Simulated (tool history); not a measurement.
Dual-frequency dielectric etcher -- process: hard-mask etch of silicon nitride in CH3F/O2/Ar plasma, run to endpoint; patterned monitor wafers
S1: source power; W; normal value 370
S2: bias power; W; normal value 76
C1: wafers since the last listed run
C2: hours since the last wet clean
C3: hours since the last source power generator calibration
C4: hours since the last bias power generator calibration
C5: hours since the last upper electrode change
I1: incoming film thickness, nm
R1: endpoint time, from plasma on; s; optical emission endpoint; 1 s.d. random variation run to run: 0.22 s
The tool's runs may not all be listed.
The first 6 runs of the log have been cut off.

At hour 371.6: upper electrode replaced.
Run 7, hour 389.9: usual settings but S1 420 W; C1 506; C2 757.7; C3 3460.8; C4 337; C5 18.3; I1 48.96. Result: R1 71.8 s.
At hour 437: wet clean of the chamber.
Run 8, hour 467.7: usual settings but S1 420 W; C1 492; C2 30.7; C3 3538.6; C4 414.8; C5 96.1; I1 49.55. Result: R1 71.2 s.
Run 9, hour 570.5: usual settings but S1 430 W; C1 941; C2 133.5; C3 3641.4; C4 517.6; C5 198.9; I1 49.49. Result: R1 70.7 s.
Run 10, hour 611.6: usual settings but S1 430 W; C1 376; C2 174.6; C3 3682.5; C4 558.7; C5 240; I1 48.93. Result: R1 69.9 s.
Run 11, hour 709.2: usual settings but S1 430 W; C1 894; C2 272.2; C3 3780.1; C4 656.3; C5 337.6; I1 49.05. Result: R1 70.1 s.
Run 12, hour 814.1: usual settings but S2 83 W; C1 961; C2 377.1; C3 3885; C4 761.2; C5 442.5; I1 48.38. Result: R1 71.1 s.
Run 13, hour 898: usual settings but S2 90 W; C1 768; C2 461; C3 3968.9; C4 845.1; C5 526.4; I1 48.7. Result: R1 69.4 s.
Run 14, hour 976.4: usual settings but S2 82 W; C1 718; C2 539.4; C3 4047.3; C4 923.5; C5 604.8; I1 49.34. Result: R1 73.1 s.
Run 15, hour 1018.5: usual settings but S1 460 W; C1 385; C2 581.5; C3 4089.4; C4 965.6; C5 646.9; I1 49.08. Result: R1 69.2 s.
At hour 1074.4: wet clean of the chamber.
Run 16, hour 1074.9: usual settings but S1 420 W, S2 87 W; C1 296; C2 0.5; C3 4145.8; C4 1022; C5 703.3; I1 48.61. Result: R1 66.5 s.
Run 17, hour 1143.4: usual settings but S1 440 W, S2 69 W; C1 627; C2 69; C3 4214.3; C4 1090.5; C5 771.8; I1 48.93. Result: R1 70.7 s.
At hour 1193.7: source power generator calibrated.
Run 18, hour 1231.1: usual settings but S1 440 W, S2 63 W; C1 766; C2 156.7; C3 37.4; C4 1178.2; C5 859.5; I1 49.11. Result: R1 72.4 s.
Run 19, hour 1285: usual settings but S1 300 W; C1 493; C2 210.6; C3 91.3; C4 1232.1; C5 913.4; I1 48.42. Result: R1 75.8 s.
Run 20, hour 1345.7: usual settings but S1 450 W, S2 61 W; C1 556; C2 271.3; C3 152; C4 1292.8; C5 974.1; I1 48.78. Result: R1 72.8 s.

For run 21, what comes out?
Run 21, hour 1444.4: usual settings but S1 310 W, S2 93 W; C1 904; C2 370; C3 250.7; C4 1391.5; C5 1072.8; I1 49.09. Result: R1 ?.

{"run 21": {"R1": 72}}
Were there no unlogged condition in the tool, this run, its random variation unchanged, would have produced R1 70.8 s.
